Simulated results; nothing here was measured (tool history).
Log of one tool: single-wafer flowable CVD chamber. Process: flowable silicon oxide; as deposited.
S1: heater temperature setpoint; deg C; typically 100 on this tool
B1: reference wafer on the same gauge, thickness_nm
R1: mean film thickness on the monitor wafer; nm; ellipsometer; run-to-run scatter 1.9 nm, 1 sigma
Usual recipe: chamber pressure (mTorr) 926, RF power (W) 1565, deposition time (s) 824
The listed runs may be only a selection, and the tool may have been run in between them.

{"run": 1, "hour": 0.0, "S1": 100, "chamber pressure (mTorr)": 926, "RF power (W)": 1565, "deposition time (s)": 824, "B1": 589.728, "R1": 552.547}
{"run": 2, "hour": 27.3, "S1": 100, "chamber pressure (mTorr)": 926, "RF power (W)": 1565, "deposition time (s)": 824, "B1": 590.08, "R1": 554.246}
{"run": 3, "hour": 64.7, "S1": 100, "chamber pressure (mTorr)": 926, "RF power (W)": 1565, "deposition time (s)": 824, "B1": 589.997, "R1": 555.534}
{"hour": 102.8, "done": "gauge calibrated"}
{"hour": 122.8, "done": "capacitance manometer re-zeroed and calibrated"}
{"run": 4, "hour": 124.9, "S1": 100, "chamber pressure (mTorr)": 926, "RF power (W)": 1565, "deposition time (s)": 824, "B1": 589.859, "R1": 553.954}
{"run": 5, "hour": 159.1, "S1": 100, "chamber pressure (mTorr)": 926, "RF power (W)": 1565, "deposition time (s)": 824, "B1": 590.057, "R1": 552.602}
{"run": 6, "hour": 205.6, "S1": 100, "chamber pressure (mTorr)": 926, "RF power (W)": 1565, "deposition time (s)": 824, "B1": 590.411, "R1": 555.132}
{"run": 7, "hour": 267.1, "S1": 100, "chamber pressure (mTorr)": 926, "RF power (W)": 1565, "deposition time (s)": 824, "B1": 590.43, "R1": 553.373}
{"run": 8, "hour": 321.8, "S1": 100, "chamber pressure (mTorr)": 926, "RF power (W)": 1565, "deposition time (s)": 824, "B1": 589.748, "R1": 555.676}
{"run": 9, "hour": 372.8, "S1": 100, "chamber pressure (mTorr)": 926, "RF power (W)": 1390, "deposition time (s)": 824, "B1": 589.716, "R1": 513.012}
{"run": 10, "hour": 495.6, "S1": 109, "chamber pressure (mTorr)": 1143, "RF power (W)": 1565, "deposition time (s)": 824, "B1": 589.933, "R1": 491.826}
{"run": 11, "hour": 525.5, "S1": 95, "chamber pressure (mTorr)": 1032, "RF power (W)": 1565, "deposition time (s)": 824, "B1": 589.931, "R1": 728.891}
{"hour": 533.6, "done": "showerhead replaced"}
{"run": 12, "hour": 551.4, "S1": 100, "chamber pressure (mTorr)": 926, "RF power (W)": 1565, "deposition time (s)": 824, "B1": 590.474, "R1": 554.439}
{"run": 13, "hour": 587.0, "S1": 100, "chamber pressure (mTorr)": 926, "RF power (W)": 1290, "deposition time (s)": 824, "B1": 590.167, "R1": 480.339}

Run 14 has not been measured yet. What should we expect?
{"run": 14, "hour": 657.0, "S1": 100, "chamber pressure (mTorr)": 996, "RF power (W)": 1420, "deposition time (s)": 824, "B1": "?", "R1": "?"}

B1: 590.360
R1: 556.016 nm
The same run, on a tool lacking any hidden state, would have yielded R1 562.476 nm.
